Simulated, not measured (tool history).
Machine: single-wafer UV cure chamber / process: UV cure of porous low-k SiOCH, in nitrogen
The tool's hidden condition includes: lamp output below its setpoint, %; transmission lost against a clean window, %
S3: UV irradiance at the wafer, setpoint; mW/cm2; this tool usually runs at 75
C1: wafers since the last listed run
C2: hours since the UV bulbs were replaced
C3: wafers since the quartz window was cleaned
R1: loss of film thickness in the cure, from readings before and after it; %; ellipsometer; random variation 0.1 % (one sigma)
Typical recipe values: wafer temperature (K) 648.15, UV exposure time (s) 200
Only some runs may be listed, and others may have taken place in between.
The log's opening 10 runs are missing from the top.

run 11 day=13.362 | wafer_temperature_(K)=648.15 UV_exposure_time_(s)=200 S3=75 | C1=83 C2=1101.3 C3=1186 | R1=10.496
run 12 day=16.738 | wafer_temperature_(K)=648.15 UV_exposure_time_(s)=200 S3=75 | C1=381 C2=1182.3 C3=1568 | R1=10.461
run 13 day=17.488 | wafer_temperature_(K)=648.15 UV_exposure_time_(s)=200 S3=75 | C1=84 C2=1200.3 C3=1653 | R1=10.229
run 14 day=18.417 | wafer_temperature_(K)=648.15 UV_exposure_time_(s)=200 S3=75 | C1=105 C2=1222.6 C3=1758 | R1=10.439
-- day=19.829 quartz window cleaned
run 15 day=19.85 | wafer_temperature_(K)=648.15 UV_exposure_time_(s)=200 S3=75 | C1=124 C2=1257 C3=2 | R1=10.723
run 16 day=20.625 | wafer_temperature_(K)=648.15 UV_exposure_time_(s)=140 S3=75 | C1=87 C2=1275.6 C3=90 | R1=8.943
run 17 day=21.483 | wafer_temperature_(K)=648.15 UV_exposure_time_(s)=140 S3=75 | C1=97 C2=1296.2 C3=187 | R1=9.148
run 18 day=22.342 | wafer_temperature_(K)=648.15 UV_exposure_time_(s)=140 S3=75 | C1=97 C2=1316.8 C3=284 | R1=8.983
run 19 day=23.8 | wafer_temperature_(K)=632.15 UV_exposure_time_(s)=200 S3=75 | C1=165 C2=1351.8 C3=449 | R1=10.216
run 20 day=24.896 | wafer_temperature_(K)=632.15 UV_exposure_time_(s)=200 S3=75 | C1=124 C2=1378.1 C3=573 | R1=10.164
run 21 day=26.142 | wafer_temperature_(K)=648.15 UV_exposure_time_(s)=200 S3=75 | C1=141 C2=1408 C3=714 | R1=10.615
run 22 day=26.792 | wafer_temperature_(K)=648.15 UV_exposure_time_(s)=200 S3=75 | C1=73 C2=1423.6 C3=788 | R1=10.638
run 23 day=27.379 | wafer_temperature_(K)=648.15 UV_exposure_time_(s)=200 S3=75 | C1=66 C2=1437.7 C3=854 | R1=10.554
run 24 day=28.221 | wafer_temperature_(K)=641.15 UV_exposure_time_(s)=305 S3=54 | C1=95 C2=1457.9 C3=949 | R1=10.863
run 25 day=29.2 | wafer_temperature_(K)=648.15 UV_exposure_time_(s)=200 S3=75 | C1=110 C2=1481.4 C3=1060 | R1=10.523
run 26 day=30.433 | wafer_temperature_(K)=660.15 UV_exposure_time_(s)=90 S3=41 | C1=139 C2=1511 C3=1200 | R1=4.552
run 27 day=31.633 | wafer_temperature_(K)=648.15 UV_exposure_time_(s)=200 S3=75 | C1=135 C2=1539.8 C3=1336 | R1=10.449
run 28 day=32.483 | wafer_temperature_(K)=648.15 UV_exposure_time_(s)=200 S3=75 | C1=96 C2=1560.2 C3=1432 | R1=10.477
run 29 day=33.688 | wafer_temperature_(K)=648.15 UV_exposure_time_(s)=200 S3=75 | C1=136 C2=1589.1 C3=1568 | R1=10.394

The next listed run, before its measurement:
run 30 day=34.7 | wafer_temperature_(K)=648.15 UV_exposure_time_(s)=200 S3=50 | C1=114 C2=1613.4 C3=1683 | R1=?

{"run 30": {"R1": 8.383}}
Were there no unlogged condition in the tool, this run, its random variation unchanged, would have produced R1 8.7 %.

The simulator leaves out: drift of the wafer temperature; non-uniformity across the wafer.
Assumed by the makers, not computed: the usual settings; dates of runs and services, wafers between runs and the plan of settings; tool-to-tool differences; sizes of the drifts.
